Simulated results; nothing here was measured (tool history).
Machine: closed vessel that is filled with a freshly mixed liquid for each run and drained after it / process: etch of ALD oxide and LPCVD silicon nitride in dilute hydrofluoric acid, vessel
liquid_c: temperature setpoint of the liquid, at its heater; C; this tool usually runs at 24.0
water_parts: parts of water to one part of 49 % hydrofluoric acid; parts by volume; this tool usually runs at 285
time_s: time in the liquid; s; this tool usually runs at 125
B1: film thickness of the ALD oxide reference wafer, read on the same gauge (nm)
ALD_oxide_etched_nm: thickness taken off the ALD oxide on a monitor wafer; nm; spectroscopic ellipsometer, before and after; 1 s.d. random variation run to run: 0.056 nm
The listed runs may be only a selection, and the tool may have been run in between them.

Run 1, hour 0.0: usual settings; B1 49.98. Result: ALD_oxide_etched_nm 5.49 nm.
Run 2, hour 24.0: usual settings; B1 49.99. Result: ALD_oxide_etched_nm 5.56 nm.
Run 3, hour 54.9: usual settings; B1 49.97. Result: ALD_oxide_etched_nm 5.48 nm.
Run 4, hour 77.1: usual settings; B1 50.01. Result: ALD_oxide_etched_nm 5.52 nm.
Run 5, hour 105.4: usual settings but time_s 180 s; B1 50.02. Result: ALD_oxide_etched_nm 7.92 nm.
Run 6, hour 129.1: usual settings but liquid_c 21.5 C; B1 50.00. Result: ALD_oxide_etched_nm 5.04 nm.
Run 7, hour 163.5: usual settings; B1 49.99. Result: ALD_oxide_etched_nm 5.40 nm.
Run 8, hour 191.5: usual settings; B1 50.01. Result: ALD_oxide_etched_nm 5.45 nm.
At hour 199.4: thermometer replaced.
Run 9, hour 260.7: usual settings; B1 49.98. Result: ALD_oxide_etched_nm 5.38 nm.
Run 10, hour 275.9: usual settings but liquid_c 29.0 C, water_parts 340 parts by volume, time_s 170 s; B1 49.99. Result: ALD_oxide_etched_nm 6.87 nm.
Run 11, hour 305.2: usual settings; B1 50.00. Result: ALD_oxide_etched_nm 5.29 nm.
Run 12, hour 320.7: usual settings; B1 49.99. Result: ALD_oxide_etched_nm 5.31 nm.
Run 13, hour 336.1: usual settings; B1 49.99. Result: ALD_oxide_etched_nm 5.42 nm.

For run 14, what comes out?
Run 14, hour 359.5: usual settings but water_parts 420 parts by volume; B1 ?. Result: ALD_oxide_etched_nm ?.

B1: 49.98
ALD_oxide_etched_nm: 3.14 nm
Without the tool's hidden state the same run would have given ALD_oxide_etched_nm 3.74 nm.
